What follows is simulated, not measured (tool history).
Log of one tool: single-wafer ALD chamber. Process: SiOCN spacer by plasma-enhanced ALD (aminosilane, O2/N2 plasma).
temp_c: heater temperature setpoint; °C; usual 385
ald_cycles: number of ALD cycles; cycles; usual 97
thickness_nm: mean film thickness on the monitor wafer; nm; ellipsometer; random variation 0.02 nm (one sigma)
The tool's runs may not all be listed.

run	hour	temp_c	ald_cycles	wafers since the last listed run	hours since the last thermocouple change	hours since the gauge calibration	read-back reference wafer on the same gauge, thickness_nm	thickness_nm
1	0.0	385	97	0	1866.6	206.6	5.926	6.154
2	24.3	385	97	91	1890.9	230.9	5.933	6.174
3	53.4	396	97	109	1920.0	260.0	5.929	6.180
4	82.8	385	97	110	1949.4	289.4	5.928	6.137
5	98.5	385	97	59	1965.1	305.1	5.926	6.163
6	132.6	385	97	128	1999.2	339.2	5.935	6.179
# hour 134.0: gauge calibrated
7	151.3	385	97	70	2017.9	17.3	5.932	6.153
8	164.5	385	97	49	2031.1	30.5	5.932	6.162
# hour 190.3: thermocouple changed; heater temperature recalibrated
9	190.8	385	97	69	0.5	56.8	5.934	6.180
10	206.9	385	88	60	16.6	72.9	5.932	5.596
11	237.6	385	97	115	47.3	103.6	5.931	6.136
12	267.7	385	97	113	77.4	133.7	5.930	6.185
13	286.1	391	97	69	95.8	152.1	5.931	6.152
14	319.2	391	113	124	128.9	185.2	5.931	7.220
15	346.1	391	81	101	155.8	212.1	5.931	5.150
16	368.2	385	113	83	177.9	234.2	5.930	7.207
17	381.8	375	109	51	191.5	247.8	5.928	6.979
18	413.1	379	81	118	222.8	279.1	5.928	5.153
19	443.1	385	113	113	252.8	309.1	5.932	7.178

Hidden state at the last listed run before each entry between runs and at the first one after, where it differs:
Between runs 6 and 7: gauge calibrated (hour 134.0)
  no hidden state differs between the two runs
Between runs 8 and 9: thermocouple changed; heater temperature recalibrated (hour 190.3)
  no hidden state differs between the two runs
